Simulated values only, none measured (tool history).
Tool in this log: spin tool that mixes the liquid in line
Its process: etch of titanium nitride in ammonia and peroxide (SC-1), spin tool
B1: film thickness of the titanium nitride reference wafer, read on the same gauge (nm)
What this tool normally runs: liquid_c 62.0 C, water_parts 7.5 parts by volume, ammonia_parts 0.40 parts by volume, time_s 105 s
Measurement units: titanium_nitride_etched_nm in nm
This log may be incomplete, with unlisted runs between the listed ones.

Run 1, hour 0.0: usual settings but liquid_c 69.0 C, ammonia_parts 0.55 parts by volume; B1 50.00. Result: titanium_nitride_etched_nm 20.32 nm.
Run 2, hour 11.6: usual settings; B1 50.01. Result: titanium_nitride_etched_nm 12.40 nm.
Run 3, hour 27.3: usual settings but liquid_c 52.0 C; B1 50.01. Result: titanium_nitride_etched_nm 6.30 nm.
Run 4, hour 37.1: usual settings but water_parts 5.0 parts by volume, ammonia_parts 0.35 parts by volume; B1 50.00. Result: titanium_nitride_etched_nm 14.67 nm.
Run 5, hour 47.2: usual settings but liquid_c 53.0 C, ammonia_parts 0.55 parts by volume; B1 50.01. Result: titanium_nitride_etched_nm 7.13 nm.
Run 6, hour 59.3: usual settings but ammonia_parts 0.25 parts by volume; B1 50.01. Result: titanium_nitride_etched_nm 11.33 nm.
Run 7, hour 75.5: usual settings but ammonia_parts 0.35 parts by volume; B1 49.99. Result: titanium_nitride_etched_nm 12.03 nm.
Run 8, hour 82.5: usual settings but water_parts 5.0 parts by volume; B1 49.99. Result: titanium_nitride_etched_nm 14.98 nm.
Run 9, hour 96.8: usual settings; B1 49.99. Result: titanium_nitride_etched_nm 12.29 nm.
Run 10, hour 103.8: usual settings; B1 49.97. Result: titanium_nitride_etched_nm 12.25 nm.
At hour 141.8: new drum of ammonia solution connected.
Run 11, hour 151.0: usual settings but water_parts 11.0 parts by volume, ammonia_parts 0.25 parts by volume; B1 49.98. Result: titanium_nitride_etched_nm 9.22 nm.
At hour 166.8: ammonia flow meter replaced.
Run 12, hour 168.3: usual settings; B1 50.01. Result: titanium_nitride_etched_nm 12.16 nm.
Run 13, hour 175.9: usual settings but liquid_c 59.0 C, water_parts 10.5 parts by volume; B1 50.02. Result: titanium_nitride_etched_nm 8.48 nm.
At hour 181.9: thermometer replaced.
Run 14, hour 191.2: usual settings but liquid_c 55.5 C, ammonia_parts 0.30 parts by volume; B1 49.98. Result: titanium_nitride_etched_nm 7.58 nm.
Run 15, hour 204.7: usual settings but liquid_c 57.0 C, water_parts 5.0 parts by volume, ammonia_parts 0.45 parts by volume; B1 49.99. Result: titanium_nitride_etched_nm 10.90 nm.
Run 16, hour 219.7: usual settings but liquid_c 70.0 C; B1 49.99. Result: titanium_nitride_etched_nm 20.19 nm.
Run 17, hour 230.6: usual settings; B1 49.99. Result: titanium_nitride_etched_nm 12.21 nm.
Run 18, hour 248.5: usual settings; B1 50.00. Result: titanium_nitride_etched_nm 12.14 nm.
Run 19, hour 261.3: usual settings; B1 49.98. Result: titanium_nitride_etched_nm 12.10 nm.
Run 20, hour 276.7: usual settings; B1 50.00. Result: titanium_nitride_etched_nm 12.16 nm.
Run 21, hour 283.3: usual settings but liquid_c 70.0 C, water_parts 6.0 parts by volume, time_s 80 s; B1 50.02. Result: titanium_nitride_etched_nm 17.22 nm.
Run 22, hour 290.3: usual settings but liquid_c 59.0 C; B1 49.99. Result: titanium_nitride_etched_nm 10.05 nm.
Run 23, hour 297.4: usual settings but liquid_c 68.0 C; B1 50.00. Result: titanium_nitride_etched_nm 17.89 nm.
Run 24, hour 309.9: usual settings but water_parts 10.0 parts by volume, time_s 125 s; B1 49.99. Result: titanium_nitride_etched_nm 12.57 nm.

Forecast each of these 4 alternatives for the next run:
Run A, hour 310.3: usual settings but water_parts 10.5 parts by volume; B1 ?. Result: titanium_nitride_etched_nm ?.
Run B, hour 310.3: usual settings but time_s 145 s; B1 ?. Result: titanium_nitride_etched_nm ?.
Run C, hour 310.3: usual settings but water_parts 5.5 parts by volume; B1 ?. Result: titanium_nitride_etched_nm ?.
Run D, hour 310.3: usual settings but liquid_c 58.0 C, water_parts 9.0 parts by volume, time_s 160 s; B1 ?. Result: titanium_nitride_etched_nm ?.

run     B1  titanium_nitride_etched_nm
  A  50.01                       10.21
  B  50.01                       16.79
  C  50.01                       14.16
  D  50.01                       12.97
The same runs, with their run-to-run variation unchanged, on a tool lacking any hidden condition would have given:
run  titanium_nitride_etched_nm
  A                       10.45
  B                       17.17
  C                       14.49
  D                       13.28
